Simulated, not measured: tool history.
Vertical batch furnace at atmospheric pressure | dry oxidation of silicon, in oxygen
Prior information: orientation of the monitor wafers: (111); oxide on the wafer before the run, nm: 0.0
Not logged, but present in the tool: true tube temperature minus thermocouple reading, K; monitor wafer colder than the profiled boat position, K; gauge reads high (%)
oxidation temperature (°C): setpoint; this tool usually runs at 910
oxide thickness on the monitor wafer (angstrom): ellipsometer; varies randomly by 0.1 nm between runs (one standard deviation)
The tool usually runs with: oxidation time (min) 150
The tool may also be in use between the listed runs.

| run | day | oxidation temperature (°C) | oxidation time (min) | wafers since the last listed run | hours since the last temperature calibration | hours since the boat lift was adjusted | hours since the gauge calibration | read-back reference wafer on the same gauge, thickness | oxide thickness on the monitor wafer (angstrom) |
|---|---|---|---|---|---|---|---|---|---|
| 1 | 0.000 | 910 | 207 | 0 | 2326.6 | 3956.5 | 319.9 | 70.07 | 773.0 |
| 2 | 0.508 | 910 | 150 | 64 | 2338.8 | 3968.7 | 332.1 | 70.17 | 616.6 |
| 3 | 1.688 | 910 | 150 | 149 | 2367.1 | 3997.0 | 360.4 | 70.10 | 617.3 |
| 4 | 2.783 | 910 | 150 | 138 | 2393.4 | 4023.3 | 386.7 | 70.15 | 618.7 |
| 5 | 3.933 | 910 | 150 | 145 | 2421.0 | 4050.9 | 414.3 | 70.12 | 616.9 |
| 6 | 4.725 | 910 | 150 | 100 | 2440.0 | 4069.9 | 433.3 | 70.10 | 619.0 |
|  | 5.546 | gauge calibrated |
|  | 7.462 | thermocouples replaced and temperature profile calibrated |
|  | 9.158 | boat lift adjusted |
| 7 | 9.179 | 897 | 113 | 310 | 41.2 | 0.5 | 87.2 | 70.13 | 426.2 |
| 8 | 9.479 | 897 | 113 | 37 | 48.4 | 7.7 | 94.4 | 70.05 | 425.3 |
| 9 | 9.775 | 910 | 150 | 37 | 55.5 | 14.8 | 101.5 | 70.11 | 591.5 |
| 10 | 10.850 | 910 | 199 | 136 | 81.3 | 40.6 | 127.3 | 70.13 | 721.8 |
| 11 | 11.483 | 890 | 204 | 80 | 96.5 | 55.8 | 142.5 | 70.11 | 597.4 |
| 12 | 12.425 | 923 | 223 | 119 | 119.1 | 78.4 | 165.1 | 70.06 | 883.9 |
| 13 | 13.633 | 923 | 104 | 152 | 148.1 | 107.4 | 194.1 | 70.10 | 520.9 |
| 14 | 14.458 | 887 | 170 | 104 | 167.9 | 127.2 | 213.9 | 70.13 | 513.1 |
| 15 | 15.604 | 910 | 150 | 144 | 195.4 | 154.7 | 241.4 | 70.06 | 592.8 |

Expected results for the next run?
| 16 | 17.850 | 927 | 150 | 284 | 249.3 | 208.6 | 295.3 | ? | ? |

For run 16 the tool returned read-back reference wafer on the same gauge, thickness 70.11, oxide thickness on the monitor wafer (angstrom) 702.7.
If the tool had no hidden condition, the same run with the same run-to-run variation would have returned oxide thickness on the monitor wafer (angstrom) 700.0.

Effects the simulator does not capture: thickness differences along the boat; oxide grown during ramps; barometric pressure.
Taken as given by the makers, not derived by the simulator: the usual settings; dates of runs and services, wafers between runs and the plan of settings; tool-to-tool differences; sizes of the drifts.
